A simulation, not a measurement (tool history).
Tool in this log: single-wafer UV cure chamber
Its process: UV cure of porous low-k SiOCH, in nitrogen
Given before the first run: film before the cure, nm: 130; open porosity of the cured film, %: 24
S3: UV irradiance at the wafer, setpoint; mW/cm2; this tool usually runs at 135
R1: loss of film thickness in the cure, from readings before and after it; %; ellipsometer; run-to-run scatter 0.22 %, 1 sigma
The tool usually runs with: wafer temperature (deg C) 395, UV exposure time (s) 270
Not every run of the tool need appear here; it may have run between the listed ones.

run 1 hour=0 | wafer_temperature_(deg_C)=395 UV_exposure_time_(s)=185 S3=135 | R1=12.775
-- hour=13.7 UV bulbs replaced
run 2 hour=46.6 | wafer_temperature_(deg_C)=395 UV_exposure_time_(s)=185 S3=135 | R1=15.009
run 3 hour=99.3 | wafer_temperature_(deg_C)=395 UV_exposure_time_(s)=185 S3=135 | R1=14.866
run 4 hour=166.7 | wafer_temperature_(deg_C)=395 UV_exposure_time_(s)=270 S3=135 | R1=16.45
run 5 hour=425.5 | wafer_temperature_(deg_C)=395 UV_exposure_time_(s)=230 S3=135 | R1=16.342
run 6 hour=510.9 | wafer_temperature_(deg_C)=395 UV_exposure_time_(s)=230 S3=135 | R1=16.243
-- hour=621 quartz window cleaned
run 7 hour=621.5 | wafer_temperature_(deg_C)=395 UV_exposure_time_(s)=230 S3=135 | R1=16.206
run 8 hour=688.1 | wafer_temperature_(deg_C)=395 UV_exposure_time_(s)=270 S3=163 | R1=17.996
run 9 hour=756.6 | wafer_temperature_(deg_C)=411 UV_exposure_time_(s)=270 S3=135 | R1=16.955
run 10 hour=862.1 | wafer_temperature_(deg_C)=401 UV_exposure_time_(s)=270 S3=135 | R1=16.251
run 11 hour=914.8 | wafer_temperature_(deg_C)=395 UV_exposure_time_(s)=370 S3=135 | R1=18.068
run 12 hour=980 | wafer_temperature_(deg_C)=395 UV_exposure_time_(s)=270 S3=114 | R1=15.708
run 13 hour=1087.5 | wafer_temperature_(deg_C)=395 UV_exposure_time_(s)=270 S3=114 | R1=15.474
run 14 hour=1189.4 | wafer_temperature_(deg_C)=395 UV_exposure_time_(s)=270 S3=114 | R1=15.356
-- hour=1226.4 quartz window cleaned
run 15 hour=1286.1 | wafer_temperature_(deg_C)=402 UV_exposure_time_(s)=270 S3=124 | R1=15.348
run 16 hour=1355.4 | wafer_temperature_(deg_C)=395 UV_exposure_time_(s)=270 S3=167 | R1=16.587
-- hour=1397.6 UV bulbs replaced
run 17 hour=1446.8 | wafer_temperature_(deg_C)=395 UV_exposure_time_(s)=270 S3=167 | R1=18.519
run 18 hour=1534 | wafer_temperature_(deg_C)=395 UV_exposure_time_(s)=270 S3=167 | R1=18.444
run 19 hour=1607.8 | wafer_temperature_(deg_C)=395 UV_exposure_time_(s)=270 S3=135 | R1=16.837
run 20 hour=1694.6 | wafer_temperature_(deg_C)=395 UV_exposure_time_(s)=270 S3=135 | R1=17.026
run 21 hour=1793.3 | wafer_temperature_(deg_C)=395 UV_exposure_time_(s)=180 S3=135 | R1=14.849
run 22 hour=1848.5 | wafer_temperature_(deg_C)=395 UV_exposure_time_(s)=270 S3=167 | R1=17.924
-- hour=1897.2 quartz window cleaned
run 23 hour=2044.1 | wafer_temperature_(deg_C)=395 UV_exposure_time_(s)=270 S3=167 | R1=18.074
run 24 hour=2147.4 | wafer_temperature_(deg_C)=389 UV_exposure_time_(s)=270 S3=125 | R1=16.152
run 25 hour=2200.3 | wafer_temperature_(deg_C)=395 UV_exposure_time_(s)=175 S3=161 | R1=15.163
run 26 hour=2274.4 | wafer_temperature_(deg_C)=395 UV_exposure_time_(s)=340 S3=135 | R1=17.478
run 27 hour=2363.1 | wafer_temperature_(deg_C)=395 UV_exposure_time_(s)=320 S3=107 | R1=16.114
run 28 hour=2430.4 | wafer_temperature_(deg_C)=395 UV_exposure_time_(s)=270 S3=135 | R1=16.681
run 29 hour=2519.4 | wafer_temperature_(deg_C)=395 UV_exposure_time_(s)=270 S3=135 | R1=16.513
run 30 hour=2557 | wafer_temperature_(deg_C)=395 UV_exposure_time_(s)=270 S3=168 | R1=17.533
run 31 hour=2598.9 | wafer_temperature_(deg_C)=385 UV_exposure_time_(s)=405 S3=150 | R1=18.669
-- hour=2682.2 quartz window cleaned
run 32 hour=2692.6 | wafer_temperature_(deg_C)=395 UV_exposure_time_(s)=270 S3=135 | R1=16.18
run 33 hour=2768.2 | wafer_temperature_(deg_C)=384 UV_exposure_time_(s)=425 S3=135 | R1=18.31
run 34 hour=2865.4 | wafer_temperature_(deg_C)=395 UV_exposure_time_(s)=270 S3=135 | R1=15.397
run 35 hour=2932.9 | wafer_temperature_(deg_C)=385 UV_exposure_time_(s)=175 S3=166 | R1=13.869
run 36 hour=2988 | wafer_temperature_(deg_C)=401 UV_exposure_time_(s)=215 S3=162 | R1=14.792
-- hour=3046.6 UV bulbs replaced
run 37 hour=3047.1 | wafer_temperature_(deg_C)=375 UV_exposure_time_(s)=395 S3=112 | R1=17.706
run 38 hour=3142.6 | wafer_temperature_(deg_C)=414 UV_exposure_time_(s)=160 S3=167 | R1=15.315
run 39 hour=3241.6 | wafer_temperature_(deg_C)=382 UV_exposure_time_(s)=420 S3=145 | R1=19.21
-- hour=3369.2 quartz window cleaned
run 40 hour=3381.9 | wafer_temperature_(deg_C)=395 UV_exposure_time_(s)=115 S3=97 | R1=10.749
run 41 hour=3432.5 | wafer_temperature_(deg_C)=408 UV_exposure_time_(s)=325 S3=135 | R1=18.221

4 ways to go on from here, each from the tool as it stands after run 41. What would each give?
run A hour=3433 | wafer_temperature_(deg_C)=395 UV_exposure_time_(s)=270 S3=135 | R1=?
run B hour=3433 | wafer_temperature_(deg_C)=380 UV_exposure_time_(s)=135 S3=173 | R1=?
run C hour=3433 | wafer_temperature_(deg_C)=405 UV_exposure_time_(s)=220 S3=175 | R1=?
run D hour=3433 | wafer_temperature_(deg_C)=395 UV_exposure_time_(s)=210 S3=135 | R1=?

run=A R1=16.819
run=B R1=14.101
run=C R1=17.329
run=D R1=15.453
With no hidden state in the tool, these same runs would have given:
run=A R1=17.18
run=B R1=14.449
run=C R1=17.692
run=D R1=15.809
